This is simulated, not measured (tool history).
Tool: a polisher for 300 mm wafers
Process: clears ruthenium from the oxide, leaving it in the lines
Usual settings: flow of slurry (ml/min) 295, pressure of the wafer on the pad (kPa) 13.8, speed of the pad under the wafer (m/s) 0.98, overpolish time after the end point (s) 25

run	hour	flow of slurry (ml/min)	pressure of the wafer on the pad (kPa)	speed of the pad under the wafer (m/s)	overpolish time after the end point (s)	wafers since the last listed run	wafers polished on this pad	hours since the slurry nozzle was cleaned	hours since the head pressure was calibrated	incoming thickness of the incoming film, nm	time until the end point was called (s)
1	0.0	295	13.8	0.98	25	0	537	288.4	686.6	131.5	162.1
2	13.1	295	13.8	0.98	25	58	596	301.5	699.7	129.8	157.4
3	28.2	295	13.8	0.98	25	67	664	316.6	714.8	129.6	159.1
4	41.0	295	13.8	0.98	25	57	721	329.4	727.6	129.2	160.0
5	58.4	295	13.8	0.98	25	77	799	346.8	745.0	129.4	160.4
6	66.1	295	13.8	0.98	25	34	833	354.5	752.7	130.1	163.5
7	77.9	295	13.8	0.98	25	52	886	366.3	764.5	128.7	162.6
8	84.8	295	13.8	0.98	25	30	917	373.2	771.4	131.0	166.3
9	94.4	295	13.8	0.98	25	42	960	382.8	781.0	130.3	168.6
10	103.3	295	13.8	0.72	25	39	1000	391.7	789.9	130.1	210.9
11	113.3	295	13.8	1.24	25	44	1044	401.7	799.9	131.5	137.3
12	120.0	295	13.8	1.24	25	29	1074	408.4	806.6	130.2	131.8
13	135.2	295	13.8	0.98	25	68	1143	423.6	821.8	128.6	161.9
14	151.0	295	13.8	1.16	31	70	1213	439.4	837.6	129.8	146.0
15	158.8	295	13.8	1.16	31	34	1248	447.2	845.4	128.7	142.5
16	169.0	295	13.8	1.16	31	45	1294	457.4	855.6	126.9	142.0
# hour 183.1: worn pad replaced by a new one
17	184.9	295	13.8	0.98	15	53	8	473.3	871.5	132.3	147.9
18	191.2	295	12.4	1.18	38	28	36	479.6	877.8	130.5	140.5
19	206.0	295	13.8	0.98	25	66	102	494.4	892.6	131.1	149.1
20	219.0	250	13.8	0.98	25	58	160	507.4	905.6	130.7	150.6
21	235.1	295	13.8	0.76	25	72	232	523.5	921.7	128.3	183.4
22	242.3	295	11.0	0.74	25	32	265	530.7	928.9	129.4	239.7
23	251.8	295	13.8	1.26	17	42	307	540.2	938.4	128.9	121.2
24	258.5	295	13.8	0.98	25	29	337	546.9	945.1	130.9	156.5
25	269.7	350	13.8	1.28	35	50	387	558.1	956.3	129.8	123.6
# hour 275.5: head pressure recalibrated
# hour 281.1: slurry nozzle cleaned
26	285.7	380	13.8	0.98	25	58	445	4.6	10.2	131.7	151.5
27	291.9	250	17.9	1.20	18	27	473	10.8	16.4	129.9	103.8
28	309.1	350	10.3	1.16	29	76	550	28.0	33.6	129.3	178.8
29	318.0	375	16.5	0.70	18	39	590	36.9	42.5	129.7	166.4
30	332.0	325	10.3	1.26	25	62	653	50.9	56.5	128.4	172.1
31	349.6	210	13.8	0.76	16	78	731	68.5	74.1	130.6	200.0
32	361.7	295	13.8	0.98	25	54	786	80.6	86.2	130.7	163.0

Forecast each of these 4 alternatives for the next run:
A	362.2	295	13.8	0.98	25	2	788	81.1	86.7	130.7	?
B	362.2	325	13.8	1.16	31	2	788	81.1	86.7	130.7	?
C	362.2	260	12.4	0.98	25	2	788	81.1	86.7	130.7	?
D	362.2	370	17.2	1.22	13	2	788	81.1	86.7	130.7	?

run	time until the end point was called (s)
A	161.0
B	139.5
C	180.7
D	106.1
Without the tool's hidden state the same runs would have given:
run	time until the end point was called (s)
A	142.3
B	123.3
C	159.7
D	93.8

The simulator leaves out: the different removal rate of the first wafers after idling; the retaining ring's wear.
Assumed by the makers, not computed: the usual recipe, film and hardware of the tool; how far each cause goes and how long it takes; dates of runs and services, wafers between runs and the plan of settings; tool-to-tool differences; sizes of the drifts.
